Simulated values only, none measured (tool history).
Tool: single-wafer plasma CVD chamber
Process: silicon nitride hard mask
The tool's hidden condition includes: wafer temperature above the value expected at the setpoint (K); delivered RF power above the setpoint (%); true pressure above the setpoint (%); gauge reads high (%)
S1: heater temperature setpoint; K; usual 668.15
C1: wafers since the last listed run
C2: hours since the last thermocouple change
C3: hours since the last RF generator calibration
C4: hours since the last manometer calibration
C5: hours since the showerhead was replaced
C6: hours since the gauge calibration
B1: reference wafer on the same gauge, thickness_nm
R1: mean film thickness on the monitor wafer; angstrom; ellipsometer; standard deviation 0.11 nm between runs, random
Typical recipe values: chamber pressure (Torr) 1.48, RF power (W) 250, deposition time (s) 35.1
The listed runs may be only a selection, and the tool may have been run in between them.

Run 1, day 0.000: usual settings; C1 0; C2 1154.7; C3 1686.7; C4 1841.2; C5 7355.4; C6 185.4; B1 30.476. Result: R1 315.39 angstrom.
Run 2, day 0.696: usual settings; C1 572; C2 1171.4; C3 1703.4; C4 1857.9; C5 7372.1; C6 202.1; B1 30.460. Result: R1 314.52 angstrom.
Run 3, day 1.775: usual settings; C1 887; C2 1197.3; C3 1729.3; C4 1883.8; C5 7398.0; C6 228.0; B1 30.499. Result: R1 317.61 angstrom.
Run 4, day 2.929: usual settings; C1 948; C2 1225.0; C3 1757.0; C4 1911.5; C5 7425.7; C6 255.7; B1 30.449. Result: R1 316.29 angstrom.
Run 5, day 4.112: usual settings but deposition time (s) 30.0; C1 972; C2 1253.4; C3 1785.4; C4 1939.9; C5 7454.1; C6 284.1; B1 30.490. Result: R1 270.91 angstrom.
Run 6, day 4.996: usual settings but RF power (W) 260; C1 726; C2 1274.6; C3 1806.6; C4 1961.1; C5 7475.3; C6 305.3; B1 30.481. Result: R1 324.48 angstrom.
At day 5.421: gauge calibrated.
Run 7, day 5.583: usual settings but RF power (W) 260; C1 483; C2 1288.7; C3 1820.7; C4 1975.2; C5 7489.4; C6 3.9; B1 30.512. Result: R1 324.26 angstrom.
Run 8, day 6.867: usual settings but chamber pressure (Torr) 1.28; C1 1055; C2 1319.5; C3 1851.5; C4 2006.0; C5 7520.2; C6 34.7; B1 30.489. Result: R1 305.64 angstrom.
At day 7.488: thermocouple changed; heater temperature recalibrated.
Run 9, day 7.708: usual settings but S1 661.15 K, chamber pressure (Torr) 1.62; C1 417; C2 5.3; C3 1871.7; C4 2026.2; C5 7540.4; C6 54.9; B1 30.503. Result: R1 320.33 angstrom.
Run 10, day 8.871: usual settings but S1 661.15 K, chamber pressure (Torr) 1.62; C1 955; C2 33.2; C3 1899.6; C4 2054.1; C5 7568.3; C6 82.8; B1 30.485. Result: R1 320.97 angstrom.
Run 11, day 9.583: usual settings but S1 661.15 K, chamber pressure (Torr) 1.62; C1 585; C2 50.3; C3 1916.7; C4 2071.2; C5 7585.4; C6 99.9; B1 30.538. Result: R1 322.68 angstrom.
Run 12, day 10.608: usual settings but S1 663.15 K; C1 842; C2 74.9; C3 1941.3; C4 2095.8; C5 7610.0; C6 124.5; B1 30.529. Result: R1 316.40 angstrom.
Run 13, day 11.425: usual settings but RF power (W) 275; C1 671; C2 94.5; C3 1960.9; C4 2115.4; C5 7629.6; C6 144.1; B1 30.511. Result: R1 337.36 angstrom.
Run 14, day 14.904: usual settings but S1 681.15 K, chamber pressure (Torr) 1.22, RF power (W) 215, deposition time (s) 33.3; C1 2860; C2 178.0; C3 2044.4; C4 2198.9; C5 7713.1; C6 227.6; B1 30.503. Result: R1 257.15 angstrom.
Run 15, day 16.000: usual settings but S1 672.15 K, deposition time (s) 41.8; C1 900; C2 204.3; C3 2070.7; C4 2225.2; C5 7739.4; C6 253.9; B1 30.505. Result: R1 376.91 angstrom.
At day 16.804: showerhead replaced.
At day 17.092: capacitance manometer re-zeroed and calibrated.
Run 16, day 17.112: usual settings but RF power (W) 290, deposition time (s) 32.3; C1 405; C2 231.0; C3 2097.4; C4 0.5; C5 7.4; C6 280.6; B1 30.482. Result: R1 322.79 angstrom.
Run 17, day 17.662: usual settings but S1 655.15 K, deposition time (s) 30.9; C1 452; C2 244.2; C3 2110.6; C4 13.7; C5 20.6; C6 293.8; B1 30.503. Result: R1 279.54 angstrom.
Run 18, day 18.229: usual settings; C1 465; C2 257.8; C3 2124.2; C4 27.3; C5 34.2; C6 307.4; B1 30.510. Result: R1 315.18 angstrom.
At day 18.846: gauge calibrated.
At day 18.908: RF generator calibrated.
Run 19, day 19.029: usual settings but chamber pressure (Torr) 1.28; C1 383; C2 277.0; C3 2.9; C4 46.5; C5 53.4; C6 4.4; B1 30.519. Result: R1 325.07 angstrom.
Run 20, day 20.333: usual settings but S1 663.15 K, chamber pressure (Torr) 1.58, RF power (W) 210, deposition time (s) 41.1; C1 1072; C2 308.3; C3 34.2; C4 77.8; C5 84.7; C6 35.7; B1 30.512. Result: R1 350.94 angstrom.
Run 21, day 21.529: usual settings but RF power (W) 215; C1 983; C2 337.0; C3 62.9; C4 106.5; C5 113.4; C6 64.4; B1 30.510. Result: R1 297.41 angstrom.
Run 22, day 22.129: usual settings but RF power (W) 280, deposition time (s) 40.8; C1 493; C2 351.4; C3 77.3; C4 120.9; C5 127.8; C6 78.8; B1 30.504. Result: R1 417.33 angstrom.
Run 23, day 22.667: usual settings; C1 441; C2 364.3; C3 90.2; C4 133.8; C5 140.7; C6 91.7; B1 30.480. Result: R1 331.59 angstrom.
Run 24, day 23.350: usual settings but chamber pressure (Torr) 1.73, deposition time (s) 31.2; C1 561; C2 380.7; C3 106.6; C4 150.2; C5 157.1; C6 108.1; B1 30.498. Result: R1 301.88 angstrom.
Run 25, day 24.012: usual settings; C1 544; C2 396.6; C3 122.5; C4 166.1; C5 173.0; C6 124.0; B1 30.479. Result: R1 329.52 angstrom.
Run 26, day 24.608: usual settings but S1 679.15 K, deposition time (s) 40.5; C1 489; C2 410.9; C3 136.8; C4 180.4; C5 187.3; C6 138.3; B1 30.549. Result: R1 380.97 angstrom.

Here are 3 independent what-if runs from the current tool condition. What would each one return?
Run A, day 24.625: usual settings but S1 680.15 K; C1 13; C2 411.3; C3 137.2; C4 180.8; C5 187.7; C6 138.7; B1 ?. Result: R1 ?.
Run B, day 24.625: usual settings but S1 683.15 K, chamber pressure (Torr) 1.79, deposition time (s) 31.5; C1 13; C2 411.3; C3 137.2; C4 180.8; C5 187.7; C6 138.7; B1 ?. Result: R1 ?.
Run C, day 24.625: usual settings but S1 662.15 K, chamber pressure (Torr) 1.73, RF power (W) 295, deposition time (s) 39.9; C1 13; C2 411.3; C3 137.2; C4 180.8; C5 187.7; C6 138.7; B1 ?. Result: R1 ?.

run      B1      R1
  A  30.524  329.74
  B  30.524  306.55
  C  30.524  436.11
With the hidden condition removed and each run's random variation left untouched, the same runs would have given:
run      R1
  A  334.80
  B  311.26
  C  442.56
